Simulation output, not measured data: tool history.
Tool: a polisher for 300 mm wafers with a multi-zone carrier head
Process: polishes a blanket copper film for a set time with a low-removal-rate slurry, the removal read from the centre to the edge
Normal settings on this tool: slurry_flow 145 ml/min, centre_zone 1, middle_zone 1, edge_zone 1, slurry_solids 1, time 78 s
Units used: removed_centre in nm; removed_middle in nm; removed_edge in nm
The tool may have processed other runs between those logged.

run	hour	slurry_flow	centre_zone	middle_zone	edge_zone	slurry_solids	time	incoming thickness of the incoming film, nm	removed_centre	removed_middle	removed_edge
1	0	145	1	1	1	1	64	1216.7	104.4	105.8	103.8
2	54.7	145	1	1	1	1	78	1237	125.8	131	126.7
# hour 65.3: edge zone pressure recalibrated
3	134.7	145	1	1	1	1	78	1222.1	128	130.5	124.9
# hour 157.6: worn pad replaced by a new one
4	233	145	1	1	1	1	78	1229.8	129.5	136.8	132.6
5	314.1	145	0.92	1	1	1	78	1217.9	122.3	130	129
6	396.5	145	1	1.06	1	1	78	1251.3	127.2	140.5	127.1
7	449.5	145	1	1.06	1	1	78	1234	125.5	136.9	125.2
# hour 494: centre zone pressure recalibrated
8	520.1	145	1	1	1	1	78	1259.8	125.3	129.3	127
# hour 535.5: slurry nozzle cleaned
# hour 538: edge zone pressure recalibrated
9	579.9	190	1	0.91	0.89	1	78	1249.9	133.4	127	123.9
# hour 604.2: worn pad replaced by a new one
# hour 661.9: carrier head's membrane replaced by a new one
10	662.4	145	1	1	1	0.85	78	1253.7	128.3	135.8	130.5
11	756.9	145	1	1	1	1	78	1238.2	127.3	132.8	128.7
12	825.6	145	1.08	1	1.09	1	97	1257.6	168.8	165.2	165.4
13	933.1	180	1	1	1	1	78	1256.7	132.2	133.1	130.7
# hour 946.8: edge zone pressure recalibrated
14	996.6	100	1	0.92	1	1	78	1223.2	112.5	106.5	115.8
# hour 1041.6: worn pad replaced by a new one
15	1067.5	145	1	1	1	0.8	100	1246.7	172.5	172.4	169.5
16	1108	145	1.04	1	1	1	78	1246.5	138.7	139.9	134.3
# hour 1201.5: slurry nozzle cleaned
17	1215.6	195	1.08	0.93	1	0.75	78	1238.7	143.6	128.2	130.4
18	1266.5	145	1	1	1	0.8	100	1246	164	165.3	159.8
# hour 1282.2: carrier head's membrane replaced by a new one
19	1345.9	175	1.1	0.89	1	1	78	1235.6	143.6	125	131.9
# hour 1366.4: edge zone pressure recalibrated
20	1437.2	145	1.1	1	1	1	78	1233.9	138.8	130.9	127.8
# hour 1450.6: centre zone pressure recalibrated
21	1499.4	145	0.96	1	0.89	1	78	1243.3	123.9	126.9	120.9
# hour 1527.4: worn pad replaced by a new one
22	1587.4	145	1	0.95	1.07	1	78	1251.5	132.8	130.9	137.2

3 ways to go on from here, each from the tool as it stands after run 22. What would each give?
A	1587.9	145	0.94	1	1	1	78	1238.7	?	?	?
B	1587.9	185	1	1	0.94	0.9	78	1238.7	?	?	?
C	1587.9	145	0.89	1	1	1	78	1238.7	?	?	?

run	removed_centre	removed_middle	removed_edge
A	126.2	137.1	134.2
B	137.4	141.4	132.8
C	121	137.1	134.2
With no hidden state in the tool, these same runs would have given:
run	removed_centre	removed_middle	removed_edge
A	131.6	142.9	139.9
B	143.2	147.5	138.4
C	126.2	143	139.9
